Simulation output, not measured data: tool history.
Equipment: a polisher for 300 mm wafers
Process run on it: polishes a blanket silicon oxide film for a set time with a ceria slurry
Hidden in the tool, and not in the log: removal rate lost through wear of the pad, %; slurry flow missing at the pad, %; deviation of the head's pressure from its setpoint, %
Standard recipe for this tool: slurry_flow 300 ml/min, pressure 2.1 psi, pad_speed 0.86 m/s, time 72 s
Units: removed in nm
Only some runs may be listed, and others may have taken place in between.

run,hour,slurry_flow,pressure,pad_speed,time,wafers since the last listed run,wafers polished on this pad,hours since the slurry nozzle was cleaned,hours since the head pressure was calibrated,"incoming thickness of the incoming film, nm",removed
1,0,300,2.1,0.86,72,0,1544,167.7,1091.4,1033.7,151.2
# hour 19.1: head pressure recalibrated
2,51.6,300,2.1,0.86,72,432,1977,219.3,32.5,1031.3,166.8
3,77.3,300,2.1,0.86,72,224,2201,245,58.2,1033.3,168.1
# hour 149.5: worn pad replaced by a new one
4,150,300,2.1,0.86,72,599,4,317.7,130.9,1048.5,165.3
5,171.8,300,1.7,0.86,72,190,194,339.5,152.7,1036,133.5
6,237,300,1.7,0.86,72,568,762,404.7,217.9,1021.2,131.7
7,278.7,300,1.7,0.86,72,363,1126,446.4,259.6,1012.3,131.3
8,343.8,300,2.1,0.86,72,567,1694,511.5,324.7,1035.4,163.5
9,368.1,300,2.1,0.96,72,211,1906,535.8,349,1025.4,182.5
10,413.3,300,2.1,0.86,56,394,2300,581,394.2,1049.6,124.8
11,453,300,2.1,0.86,56,346,2646,620.7,433.9,1021.9,124.7
# hour 474.3: slurry nozzle cleaned
12,479.7,300,2.1,0.86,72,224,2870,5.4,460.6,1048.4,159
13,519.8,300,2.1,0.86,72,349,3220,45.5,500.7,1035.8,158.9
# hour 531: worn pad replaced by a new one
14,544.1,300,2.1,0.86,72,177,114,69.8,525,1029.9,159.1
15,571.3,380,2.1,0.86,72,237,351,97,552.2,1021.1,161.4
16,615,300,2.1,0.86,72,381,732,140.7,595.9,1036.2,159.4
17,654.3,300,2.1,0.86,97,342,1075,180,635.2,1021.7,209.6
18,714.3,300,2.1,1.02,72,523,1598,240,695.2,1028.3,188.4
19,741.1,300,2.1,0.86,72,233,1832,266.8,722,1025.5,156.9
20,801.2,300,2.1,0.86,72,524,2356,326.9,782.1,1011.8,155
21,843.6,300,2.1,0.86,87,369,2726,369.3,824.5,1043,185.8
22,897.5,245,2.1,0.74,58,470,3196,423.2,878.4,1024.4,104.1
23,940.2,375,2.1,0.96,54,372,3569,465.9,921.1,1053.3,132.6
# hour 958.9: worn pad replaced by a new one
24,973.1,235,2.1,1.02,96,252,123,498.8,954,1032.1,231
# hour 1002.8: head pressure recalibrated
25,1016.9,300,2.1,0.86,72,364,488,542.6,14.1,1034.2,165.5
# hour 1041.5: slurry nozzle cleaned
26,1069.8,335,2.1,0.98,95,452,940,28.3,67,1022.8,251.7
27,1099,240,2.1,1.1,72,254,1195,57.5,96.2,1020.5,204
28,1136.2,300,2.1,0.86,72,324,1519,94.7,133.4,1023.1,165.3
29,1187,300,1.8,1.04,53,443,1963,145.5,184.2,1019.7,125.2

Predict the results of run 30:
30,1253.8,330,2.1,0.86,48,582,2545,212.3,251,1046.4,?

removed: 110.1 nm
The same run, on a tool lacking any hidden state, would have yielded removed 113.2 nm.
